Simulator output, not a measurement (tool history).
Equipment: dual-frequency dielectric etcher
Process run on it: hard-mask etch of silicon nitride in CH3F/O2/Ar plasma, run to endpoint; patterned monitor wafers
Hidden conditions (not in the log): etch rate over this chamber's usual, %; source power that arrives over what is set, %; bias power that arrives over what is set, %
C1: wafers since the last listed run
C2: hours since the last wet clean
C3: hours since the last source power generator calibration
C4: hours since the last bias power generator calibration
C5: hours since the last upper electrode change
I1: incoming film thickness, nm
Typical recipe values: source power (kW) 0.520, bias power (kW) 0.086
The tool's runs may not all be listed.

{"run": 1, "hour": 0.0, "source power (kW)": 0.45, "bias power (kW)": 0.092, "C1": 0, "C2": 96.5, "C3": 1468.4, "C4": 1730.5, "C5": 4710.7, "I1": 26.54, "endpoint time (s)": 31.8}
{"run": 2, "hour": 14.5, "source power (kW)": 0.45, "bias power (kW)": 0.092, "C1": 184, "C2": 111.0, "C3": 1482.9, "C4": 1745.0, "C5": 4725.2, "I1": 26.71, "endpoint time (s)": 32.1}
{"run": 3, "hour": 23.4, "source power (kW)": 0.52, "bias power (kW)": 0.086, "C1": 112, "C2": 119.9, "C3": 1491.8, "C4": 1753.9, "C5": 4734.1, "I1": 26.52, "endpoint time (s)": 32.3}
{"run": 4, "hour": 39.6, "source power (kW)": 0.52, "bias power (kW)": 0.097, "C1": 205, "C2": 136.1, "C3": 1508.0, "C4": 1770.1, "C5": 4750.3, "I1": 26.37, "endpoint time (s)": 30.4}
{"run": 5, "hour": 56.8, "source power (kW)": 0.52, "bias power (kW)": 0.097, "C1": 218, "C2": 153.3, "C3": 1525.2, "C4": 1787.3, "C5": 4767.5, "I1": 26.53, "endpoint time (s)": 30.6}
{"run": 6, "hour": 63.0, "source power (kW)": 0.52, "bias power (kW)": 0.086, "C1": 78, "C2": 159.5, "C3": 1531.4, "C4": 1793.5, "C5": 4773.7, "I1": 26.55, "endpoint time (s)": 31.7}
{"run": 7, "hour": 79.7, "source power (kW)": 0.52, "bias power (kW)": 0.086, "C1": 211, "C2": 176.2, "C3": 1548.1, "C4": 1810.2, "C5": 4790.4, "I1": 26.71, "endpoint time (s)": 32.3}
{"run": 8, "hour": 94.6, "source power (kW)": 0.52, "bias power (kW)": 0.086, "C1": 189, "C2": 191.1, "C3": 1563.0, "C4": 1825.1, "C5": 4805.3, "I1": 26.46, "endpoint time (s)": 32.0}
{"run": 9, "hour": 102.5, "source power (kW)": 0.52, "bias power (kW)": 0.086, "C1": 100, "C2": 199.0, "C3": 1570.9, "C4": 1833.0, "C5": 4813.2, "I1": 26.56, "endpoint time (s)": 31.9}
{"run": 10, "hour": 117.6, "source power (kW)": 0.52, "bias power (kW)": 0.086, "C1": 191, "C2": 214.1, "C3": 1586.0, "C4": 1848.1, "C5": 4828.3, "I1": 26.74, "endpoint time (s)": 32.0}
{"run": 11, "hour": 133.6, "source power (kW)": 0.59, "bias power (kW)": 0.08, "C1": 203, "C2": 230.1, "C3": 1602.0, "C4": 1864.1, "C5": 4844.3, "I1": 26.78, "endpoint time (s)": 32.2}
{"hour": 145.2, "done": "bias power generator calibrated"}
{"run": 12, "hour": 145.7, "source power (kW)": 0.63, "bias power (kW)": 0.086, "C1": 102, "C2": 242.2, "C3": 1614.1, "C4": 0.5, "C5": 4856.4, "I1": 26.55, "endpoint time (s)": 30.3}
{"run": 13, "hour": 151.1, "source power (kW)": 0.46, "bias power (kW)": 0.067, "C1": 68, "C2": 247.6, "C3": 1619.5, "C4": 5.9, "C5": 4861.8, "I1": 26.79, "endpoint time (s)": 37.5}
{"hour": 177.5, "done": "upper electrode replaced"}
{"run": 14, "hour": 178.0, "source power (kW)": 0.4, "bias power (kW)": 0.096, "C1": 36, "C2": 274.5, "C3": 1646.4, "C4": 32.8, "C5": 0.5, "I1": 26.75, "endpoint time (s)": 31.8}
{"run": 15, "hour": 178.4, "source power (kW)": 0.41, "bias power (kW)": 0.101, "C1": 5, "C2": 274.9, "C3": 1646.8, "C4": 33.2, "C5": 0.9, "I1": 26.66, "endpoint time (s)": 30.5}
{"run": 16, "hour": 182.8, "source power (kW)": 0.62, "bias power (kW)": 0.075, "C1": 55, "C2": 279.3, "C3": 1651.2, "C4": 37.6, "C5": 5.3, "I1": 26.75, "endpoint time (s)": 33.1}
{"run": 17, "hour": 198.3, "source power (kW)": 0.64, "bias power (kW)": 0.1, "C1": 196, "C2": 294.8, "C3": 1666.7, "C4": 53.1, "C5": 20.8, "I1": 26.78, "endpoint time (s)": 28.5}
{"hour": 204.7, "done": "source power generator calibrated"}
{"run": 18, "hour": 244.1, "source power (kW)": 0.52, "bias power (kW)": 0.071, "C1": 530, "C2": 340.6, "C3": 39.4, "C4": 98.9, "C5": 66.6, "I1": 26.71, "endpoint time (s)": 34.7}
{"run": 19, "hour": 259.0, "source power (kW)": 0.45, "bias power (kW)": 0.104, "C1": 189, "C2": 355.5, "C3": 54.3, "C4": 113.8, "C5": 81.5, "I1": 26.55, "endpoint time (s)": 29.0}
{"run": 20, "hour": 266.3, "source power (kW)": 0.64, "bias power (kW)": 0.1, "C1": 92, "C2": 362.8, "C3": 61.6, "C4": 121.1, "C5": 88.8, "I1": 26.71, "endpoint time (s)": 28.4}
{"run": 21, "hour": 279.4, "source power (kW)": 0.56, "bias power (kW)": 0.1, "C1": 166, "C2": 375.9, "C3": 74.7, "C4": 134.2, "C5": 101.9, "I1": 26.73, "endpoint time (s)": 28.6}
{"hour": 309.9, "done": "wet clean of the chamber"}
{"run": 22, "hour": 310.4, "source power (kW)": 0.52, "bias power (kW)": 0.067, "C1": 88, "C2": 0.5, "C3": 105.7, "C4": 165.2, "C5": 132.9, "I1": 26.87, "endpoint time (s)": 37.2}
{"run": 23, "hour": 310.7, "source power (kW)": 0.61, "bias power (kW)": 0.095, "C1": 3, "C2": 0.8, "C3": 106.0, "C4": 165.5, "C5": 133.2, "I1": 26.47, "endpoint time (s)": 30.4}
{"run": 24, "hour": 322.1, "source power (kW)": 0.52, "bias power (kW)": 0.086, "C1": 144, "C2": 12.2, "C3": 117.4, "C4": 176.9, "C5": 144.6, "I1": 26.41, "endpoint time (s)": 32.7}
{"run": 25, "hour": 329.9, "source power (kW)": 0.49, "bias power (kW)": 0.092, "C1": 98, "C2": 20.0, "C3": 125.2, "C4": 184.7, "C5": 152.4, "I1": 26.45, "endpoint time (s)": 31.7}
{"run": 26, "hour": 342.6, "source power (kW)": 0.52, "bias power (kW)": 0.086, "C1": 161, "C2": 32.7, "C3": 137.9, "C4": 197.4, "C5": 165.1, "I1": 26.58, "endpoint time (s)": 33.2}
{"run": 27, "hour": 352.4, "source power (kW)": 0.52, "bias power (kW)": 0.106, "C1": 124, "C2": 42.5, "C3": 147.7, "C4": 207.2, "C5": 174.9, "I1": 26.59, "endpoint time (s)": 29.6}
{"run": 28, "hour": 365.5, "source power (kW)": 0.52, "bias power (kW)": 0.086, "C1": 166, "C2": 55.6, "C3": 160.8, "C4": 220.3, "C5": 188.0, "I1": 26.72, "endpoint time (s)": 32.7}
{"run": 29, "hour": 373.4, "source power (kW)": 0.58, "bias power (kW)": 0.086, "C1": 100, "C2": 63.5, "C3": 168.7, "C4": 228.2, "C5": 195.9, "I1": 26.55, "endpoint time (s)": 31.9}
{"run": 30, "hour": 384.7, "source power (kW)": 0.6, "bias power (kW)": 0.075, "C1": 143, "C2": 74.8, "C3": 180.0, "C4": 239.5, "C5": 207.2, "I1": 26.33, "endpoint time (s)": 33.4}
{"run": 31, "hour": 391.4, "source power (kW)": 0.4, "bias power (kW)": 0.102, "C1": 85, "C2": 81.5, "C3": 186.7, "C4": 246.2, "C5": 213.9, "I1": 26.6, "endpoint time (s)": 31.5}
{"run": 32, "hour": 408.7, "source power (kW)": 0.63, "bias power (kW)": 0.096, "C1": 219, "C2": 98.8, "C3": 204.0, "C4": 263.5, "C5": 231.2, "I1": 26.69, "endpoint time (s)": 29.6}
{"run": 33, "hour": 423.9, "source power (kW)": 0.42, "bias power (kW)": 0.086, "C1": 192, "C2": 114.0, "C3": 219.2, "C4": 278.7, "C5": 246.4, "I1": 26.6, "endpoint time (s)": 34.1}
{"run": 34, "hour": 439.1, "source power (kW)": 0.52, "bias power (kW)": 0.086, "C1": 192, "C2": 129.2, "C3": 234.4, "C4": 293.9, "C5": 261.6, "I1": 26.41, "endpoint time (s)": 32.1}

What differs in the tool's unlogged condition from the final listed run ahead of each entry between runs to the first listed run following it?
After run 11, before run 12: bias power generator calibrated (hour 145.2)
  etch rate over this chamber's usual, %: 3.26 -> 3.42
  measured less the result without the state, endpoint time (s): -1.0 -> -1.0
After run 13, before run 14: upper electrode replaced (hour 177.5)
  etch rate over this chamber's usual, %: 3.49 -> 3.85
  measured less the result without the state, endpoint time (s): -1.3 -> -1.2
After run 17, before run 18: source power generator calibrated (hour 204.7)
  etch rate over this chamber's usual, %: 4.12 -> 4.72
  measured less the result without the state, endpoint time (s): -1.1 -> -1.7
After run 21, before run 22: wet clean of the chamber (hour 309.9)
  etch rate over this chamber's usual, %: 5.19 -> 0.192
  measured less the result without the state, endpoint time (s): -1.4 -> -0.1
